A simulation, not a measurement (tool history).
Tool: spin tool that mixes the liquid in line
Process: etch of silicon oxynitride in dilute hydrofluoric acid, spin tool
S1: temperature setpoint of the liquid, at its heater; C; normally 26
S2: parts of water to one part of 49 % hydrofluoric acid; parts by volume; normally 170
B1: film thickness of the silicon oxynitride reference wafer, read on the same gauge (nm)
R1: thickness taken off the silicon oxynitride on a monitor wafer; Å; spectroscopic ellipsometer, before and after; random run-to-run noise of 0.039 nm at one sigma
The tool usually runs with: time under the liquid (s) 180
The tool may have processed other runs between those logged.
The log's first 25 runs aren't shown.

{"run": 26, "hour": 381.7, "S1": 21.5, "S2": 240, "time under the liquid (s)": 100, "B1": 40.022, "R1": 10.54}
{"run": 27, "hour": 392.3, "S1": 24.5, "S2": 225, "time under the liquid (s)": 215, "B1": 40.005, "R1": 27.52}
{"run": 28, "hour": 405.9, "S1": 31, "S2": 250, "time under the liquid (s)": 145, "B1": 39.993, "R1": 22.05}
{"run": 29, "hour": 412.7, "S1": 27.5, "S2": 170, "time under the liquid (s)": 180, "B1": 40.011, "R1": 37.56}
{"run": 30, "hour": 429.3, "S1": 26, "S2": 170, "time under the liquid (s)": 180, "B1": 39.999, "R1": 35.09}
{"run": 31, "hour": 438.3, "S1": 28.5, "S2": 95, "time under the liquid (s)": 180, "B1": 39.97, "R1": 76.65}
{"run": 32, "hour": 445.6, "S1": 26, "S2": 215, "time under the liquid (s)": 115, "B1": 39.974, "R1": 17.09}
{"run": 33, "hour": 458.5, "S1": 26, "S2": 170, "time under the liquid (s)": 180, "B1": 39.996, "R1": 34.74}
{"run": 34, "hour": 472.7, "S1": 26, "S2": 195, "time under the liquid (s)": 220, "B1": 39.976, "R1": 37.32}

3 ways to go on from here, each from the tool as it stands after run 34. What would each give?
{"run": "A", "hour": 473.2, "S1": 26, "S2": 170, "time under the liquid (s)": 180, "B1": "?", "R1": "?"}
{"run": "B", "hour": 473.2, "S1": 26, "S2": 125, "time under the liquid (s)": 220, "B1": "?", "R1": "?"}
{"run": "C", "hour": 473.2, "S1": 24.5, "S2": 145, "time under the liquid (s)": 255, "B1": "?", "R1": "?"}

run=A B1=40.008 R1=34.41
run=B B1=40.008 R1=59.33
run=C B1=40.008 R1=54.45
Take away the tool's hidden state, keep each run's random variation, and the runs would have read:
run=A R1=32.68
run=B R1=56.43
run=C R1=51.78

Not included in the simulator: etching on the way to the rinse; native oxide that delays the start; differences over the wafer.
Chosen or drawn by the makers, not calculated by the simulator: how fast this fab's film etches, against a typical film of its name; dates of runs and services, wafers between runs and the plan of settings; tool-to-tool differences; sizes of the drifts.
